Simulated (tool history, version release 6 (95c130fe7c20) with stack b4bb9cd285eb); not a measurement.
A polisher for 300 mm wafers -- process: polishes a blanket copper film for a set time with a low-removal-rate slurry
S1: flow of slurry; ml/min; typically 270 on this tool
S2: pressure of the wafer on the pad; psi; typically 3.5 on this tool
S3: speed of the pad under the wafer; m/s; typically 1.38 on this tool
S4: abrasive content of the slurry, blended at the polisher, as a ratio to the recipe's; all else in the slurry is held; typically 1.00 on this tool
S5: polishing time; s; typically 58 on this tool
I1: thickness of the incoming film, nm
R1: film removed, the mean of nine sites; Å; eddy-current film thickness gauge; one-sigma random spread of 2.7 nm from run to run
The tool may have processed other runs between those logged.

run	day	S1	S2	S3	S4	S5	I1	R1
1	0.000	270	3.5	1.38	1.00	58	797.3	3290
# day 1.296: worn pad replaced by a new one
2	1.317	270	3.5	1.38	1.00	58	800.7	3276
3	1.858	270	3.5	1.38	1.00	58	801.0	3273
4	2.871	270	3.5	1.38	1.00	58	802.6	3350
5	4.258	270	3.5	1.38	1.00	58	814.5	3278
6	4.871	270	3.5	1.38	1.00	58	794.9	3256
7	5.962	270	3.5	1.38	1.00	58	790.3	3280
8	7.212	270	3.5	1.38	1.00	58	791.2	3261
# day 8.196: slurry blender recalibrated
9	8.654	270	3.5	1.38	1.00	58	807.4	3263
10	9.596	290	3.5	1.38	1.00	58	810.3	3288
# day 10.029: worn pad replaced by a new one, of another model than before
11	10.283	270	3.5	1.38	1.00	58	789.2	3151
12	11.754	270	3.5	1.38	1.00	58	791.9	3165
13	12.854	270	3.5	1.82	0.85	74	789.7	4405
14	14.321	315	3.5	1.50	1.25	58	793.0	3563
# day 17.654: worn pad replaced by a new one
15	17.675	240	3.5	0.98	1.00	58	795.1	2730
16	18.883	270	3.5	1.38	1.00	58	810.5	3148
# day 19.800: slurry nozzle cleaned
17	19.821	270	4.1	1.38	0.90	40	796.7	2489
# day 20.546: slurry blender recalibrated
18	20.992	270	3.5	1.38	1.10	58	796.0	3452
19	22.488	270	3.5	1.38	0.80	58	802.4	3140
20	23.050	300	3.5	1.64	1.00	58	794.0	3590
# day 23.171: head pressure recalibrated
21	23.825	270	3.5	1.38	1.00	58	803.8	3329
22	24.425	200	2.9	1.22	1.00	58	803.2	2686
# day 25.933: worn pad replaced by a new one
23	28.871	270	3.5	1.38	1.00	58	789.9	3287
24	30.046	270	3.5	1.20	1.00	58	810.7	3075
25	30.750	270	3.5	1.38	1.00	58	794.7	3259
26	32.596	215	3.5	1.38	1.00	73	817.0	3971
27	33.175	270	3.5	1.22	0.90	58	792.6	3014
# day 33.717: slurry blender recalibrated
# day 33.750: worn pad replaced by a new one
28	34.617	205	3.5	1.66	1.00	58	800.9	3344
29	35.729	195	3.5	1.54	0.90	50	785.2	2737
30	36.500	270	3.5	1.38	1.25	39	800.1	2322

Each row is a separate what-if for the run after 30, all from the same tool condition, not one after another. Results?
A	36.517	270	3.5	1.64	1.00	58	812.7	?
B	36.517	225	4.5	1.38	1.25	77	812.7	?
C	36.517	295	3.5	1.38	1.00	58	812.7	?
D	36.517	335	3.5	1.38	1.00	48	812.7	?

run	R1
A	3504
B	5285
C	3297
D	2770
Had the tool no hidden state, the same runs would have come out as:
run	R1
A	3616
B	5489
C	3394
D	2841
